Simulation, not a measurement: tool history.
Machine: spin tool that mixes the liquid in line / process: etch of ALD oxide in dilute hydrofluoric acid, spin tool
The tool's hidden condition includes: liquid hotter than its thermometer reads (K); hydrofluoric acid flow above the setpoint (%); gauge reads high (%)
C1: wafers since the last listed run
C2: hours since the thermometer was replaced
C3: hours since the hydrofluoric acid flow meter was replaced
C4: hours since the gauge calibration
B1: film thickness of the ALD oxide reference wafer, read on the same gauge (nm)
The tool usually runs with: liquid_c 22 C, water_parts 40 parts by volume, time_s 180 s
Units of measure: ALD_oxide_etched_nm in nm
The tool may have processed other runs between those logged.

Run 1, day 0: usual settings; C1 0; C2 674.6; C3 14.7; C4 1278.1; B1 119.99. Result: ALD_oxide_etched_nm 45.86 nm.
Run 2, day 3.3: usual settings; C1 341; C2 753.8; C3 93.9; C4 1357.3; B1 120.02. Result: ALD_oxide_etched_nm 45.96 nm.
Run 3, day 6.992: usual settings; C1 382; C2 842.4; C3 182.5; C4 1445.9; B1 120.02. Result: ALD_oxide_etched_nm 46.23 nm.
Run 4, day 8.496: usual settings; C1 155; C2 878.5; C3 218.6; C4 1482; B1 120.02. Result: ALD_oxide_etched_nm 45.54 nm.
Run 5, day 10.212: usual settings; C1 177; C2 919.7; C3 259.8; C4 1523.2; B1 119.99. Result: ALD_oxide_etched_nm 46.08 nm.
Run 6, day 23.338: usual settings but liquid_c 18.5 C, time_s 110 s; C1 1360; C2 1234.7; C3 574.8; C4 1838.2; B1 120. Result: ALD_oxide_etched_nm 24.53 nm.
Run 7, day 25.196: usual settings; C1 192; C2 1279.3; C3 619.4; C4 1882.8; B1 119.98. Result: ALD_oxide_etched_nm 46.37 nm.
Run 8, day 30.325: usual settings; C1 531; C2 1402.4; C3 742.5; C4 2005.9; B1 120. Result: ALD_oxide_etched_nm 46.41 nm.
Run 9, day 33.617: usual settings; C1 341; C2 1481.4; C3 821.5; C4 2084.9; B1 119.99. Result: ALD_oxide_etched_nm 46.83 nm.
Run 10, day 35.567: usual settings; C1 202; C2 1528.2; C3 868.3; C4 2131.7; B1 120. Result: ALD_oxide_etched_nm 47.15 nm.
Run 11, day 39.554: usual settings; C1 413; C2 1623.9; C3 964; C4 2227.4; B1 120.03. Result: ALD_oxide_etched_nm 46.87 nm.
Run 12, day 43.875: usual settings; C1 447; C2 1727.6; C3 1067.7; C4 2331.1; B1 120.01. Result: ALD_oxide_etched_nm 46.55 nm.

What will run 13 give?
Run 13, day 48.075: usual settings but water_parts 60 parts by volume, time_s 150 s; C1 435; C2 1828.4; C3 1168.5; C4 2431.9; B1 ?. Result: ALD_oxide_etched_nm ?.

Logged for run 13: B1 119.99, ALD_oxide_etched_nm 25.49 nm.
Without the tool's hidden state the same run would have given ALD_oxide_etched_nm 24.91 nm.
